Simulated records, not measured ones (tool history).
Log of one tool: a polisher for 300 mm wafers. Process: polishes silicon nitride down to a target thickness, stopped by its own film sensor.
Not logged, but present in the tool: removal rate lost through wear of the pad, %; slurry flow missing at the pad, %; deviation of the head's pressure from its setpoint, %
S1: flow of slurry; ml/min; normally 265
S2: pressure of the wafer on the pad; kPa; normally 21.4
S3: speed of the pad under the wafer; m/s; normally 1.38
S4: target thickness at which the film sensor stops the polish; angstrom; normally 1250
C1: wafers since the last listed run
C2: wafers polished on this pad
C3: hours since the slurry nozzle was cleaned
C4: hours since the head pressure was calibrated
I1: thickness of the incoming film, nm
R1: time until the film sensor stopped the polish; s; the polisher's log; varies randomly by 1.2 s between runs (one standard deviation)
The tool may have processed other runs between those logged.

run    hour   S1    S2    S3    S4    C1    C2     C3     C4     I1     R1
  1       0  265  21.4  1.38  1250     0  1585  638.9  340.7    331  118.1
  2    45.5  265  19.3  1.18  1250   408  1994  684.4  386.2  326.6  142.2
  3    74.7  265  19.3  1.18  1250   262  2256  713.6  415.4  330.5    144
      172.2  -- head pressure recalibrated
  4   241.9  265  19.3  1.18  1250  1483  3740  880.8   69.7  328.8  146.4
      285.5  -- worn pad replaced by a new one
  5   307.4  265  21.4  1.38  1250   552   196  946.3  135.2  331.6  126.9
      358.3  -- slurry nozzle cleaned
  6   372.3  265  21.4  1.38  1250   573   770     14  200.1  327.8  126.6
  7   404.7  265  21.4  1.38  1250   290  1061   46.4  232.5  323.9    128
  8   467.6  265  21.4  1.38  1250   564  1626  109.3  295.4  329.4  132.1
  9   514.1  265  21.4  1.38  1250   417  2043  155.8  341.9  332.8  130.5
 10   557.4  265  21.4  1.38  1250   388  2432  199.1  385.2  325.1  128.8
 11   587.4  265  21.4  1.38  1250   269  2702  229.1  415.2  330.5  129.9
      613.3  -- head pressure recalibrated
      635.5  -- worn pad replaced by a new one, repeated, since the last time left the tool worse
 12     737  265  21.4  1.38  1250  1289   911  378.7  123.7  330.6  117.1
 13   793.2  265  21.4  1.72  1250   504  1416  434.9  179.9  323.5   96.9
 14     844  315  21.4  1.38  1780   456  1872  485.7  230.7    325   83.4
 15   905.7  345  19.3  1.64   980   554  2426  547.4  292.4  332.4  128.7
 16   967.1  265  16.5  1.72  1250   551  2978  608.8  353.8  326.5  128.5
 17  1030.1  320  21.4  1.66  1250   565  3544  671.8  416.8  329.3  103.5
       1074  -- worn pad replaced by a new one
 18  1079.8  265  19.3  1.18  1250   410    52  721.5  466.5  328.1  137.9
     1130.1  -- slurry nozzle cleaned
 19  1132.2  265  21.4  1.38  1250   461   514    2.1  518.9    336  116.7
 20    1157  265  21.4  1.38  1250   222   736   26.9  543.7  327.4  114.1
     1164.2  -- head pressure recalibrated
 21  1194.8  265  21.4  1.38  1250   321  1058   64.7   30.6  333.7  118.6
 22  1257.1  185  23.4  1.68  1620   559  1617    127   92.9  333.4   82.5
 23    1323  265    29  1.64  1250   591  2209  192.9  158.8  329.7   75.1
 24  1352.2  265  16.5  1.76  1250   262  2471  222.1    188  332.9    129
 25  1403.8  350  17.9  1.38  1250   463  2935  273.7  239.6  328.6  136.5
 26  1433.2  265    29  0.92  1250   264  3199  303.1    269  332.4  120.5
 27    1498  265  13.8  1.38   780   581  3781  367.9  333.8    333  225.1
     1544.5  -- worn pad replaced by a new one
 28  1569.5  200  17.2  1.22  1780   606   224  439.4  405.3  326.1  115.5
 29  1605.3  220  15.2  1.82  1250   321   545  475.2  441.1  328.4  132.9
 30  1670.3  265  18.6  1.38  1680   583  1129  540.2  506.1  335.9  109.6
     1708.3  -- head pressure recalibrated
 31  1719.8  265  15.2  1.06  1250   426  1556  589.7   11.5  330.9  204.3
 32  1759.7  265  21.4  1.38  1250   358  1914  629.6   51.4  329.8  117.7
 33  1786.3  265  21.4  1.38   950   238  2153  656.2     78  330.2  135.5
 34  1821.7  335  25.5   1.5   570   317  2471  691.6  113.4  333.1  121.8
 35  1878.6  265  16.5  1.38  1250   511  2982  748.5  170.3  329.9  152.3
 36  1906.7  355  25.5  1.38  1440   252  3234  776.6  198.4    333   88.7

Below, some changes in R1 between adjacent runs. For each, the amount present without the hidden state too (settings, incoming material, random variation) and the amount remaining for the hidden state with gauge scatter not shared by both compared results:
Run 11 -> 12: head pressure recalibrated, worn pad replaced by a new one, repeated, since the last time left the tool worse. R1 -12.8 s: hidden state -15.4, all else +2.6.
Run 26 -> 27: S2 29 -> 13.8, S3 0.92 -> 1.38, S4 1250 -> 780. R1 +104.6 s: hidden state +6.3, all else +98.3.
Run 27 -> 28: S1 265 -> 200, S2 13.8 -> 17.2, S3 1.38 -> 1.22, S4 780 -> 1780, worn pad replaced by a new one. R1 -109.6 s: hidden state -11.4, all else -98.2.
Run 30 -> 31: S2 18.6 -> 15.2, S3 1.38 -> 1.06, S4 1680 -> 1250, head pressure recalibrated. R1 +94.7 s: hidden state +5.2, all else +89.5.
